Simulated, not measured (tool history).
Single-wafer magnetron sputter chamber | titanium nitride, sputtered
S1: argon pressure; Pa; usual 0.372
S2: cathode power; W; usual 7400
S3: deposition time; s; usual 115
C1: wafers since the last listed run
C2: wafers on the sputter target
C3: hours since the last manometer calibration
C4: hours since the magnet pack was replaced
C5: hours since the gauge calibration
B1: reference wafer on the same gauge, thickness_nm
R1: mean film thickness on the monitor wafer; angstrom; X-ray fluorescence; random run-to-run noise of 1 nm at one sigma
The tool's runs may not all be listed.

run   hour     S1    S2   S3   C1    C2      C3       C4     C5       B1       R1
  1    0.0  0.372  8250  103    0  5451  1326.9  12159.1  102.1  150.018  1585.84
  2    6.9  0.372  8250  103  127  5578  1333.8  12166.0  109.0  149.758  1572.03
  3   18.6  0.372  8250  103  215  5794  1345.5  12177.7  120.7  150.263  1580.87
  4   26.6  0.372  7400  108  147  5942  1353.5  12185.7  128.7  149.664  1479.41
  5   43.6  0.372  7400  108  313  6256  1370.5  12202.7  145.7  149.945  1477.39
  6   57.3  0.403  7400  115  252  6508  1384.2  12216.4  159.4  150.189  1558.59
  7   72.3  0.403  7400  115  276  6785  1399.2  12231.4  174.4  149.590  1575.63
      90.2  -- gauge calibrated
     100.5  -- magnet pack replaced
  8  101.0  0.403  7400  115  381  7167  1427.9      0.5   10.8  149.903  1556.65
     120.4  -- sputter target and shields replaced
  9  120.9  0.372  7400  115  219     9  1447.8     20.4   30.7  150.130  1467.25
 10  132.3  0.372  7400  108  210   219  1459.2     31.8   42.1  150.054  1363.21
 11  146.4  0.372  7400  115  260   479  1473.3     45.9   56.2  150.300  1436.21
 12  156.2  0.372  7400  115  180   660  1483.1     55.7   66.0  149.844  1441.52
     170.4  -- sputter target and shields replaced, repeated, since the last time left the tool worse
 13  171.5  0.372  8250  126  134    20  1498.4     71.0   81.3  149.712  2059.39
     186.3  -- capacitance manometer re-zeroed and calibrated
 14  186.8  0.464  8500  115  134   155     0.5     86.3   96.6  150.142  1860.36
 15  190.0  0.447  6650  135   59   214     3.7     89.5   99.8  150.224  1718.01
 16  199.0  0.372  8250  103  166   380    12.7     98.5  108.8  149.768  1626.92

Run 17 comes next. What will it give?
 17  213.0  0.372  7400  131  258  638  26.7  112.5  122.8   ?   ?

{"run 17": {"B1": 150.096, "R1": 1877.48}}
Take away the tool's hidden state, keep the run-to-run variation as it was, and the same run would have given R1 1935.89 angstrom.

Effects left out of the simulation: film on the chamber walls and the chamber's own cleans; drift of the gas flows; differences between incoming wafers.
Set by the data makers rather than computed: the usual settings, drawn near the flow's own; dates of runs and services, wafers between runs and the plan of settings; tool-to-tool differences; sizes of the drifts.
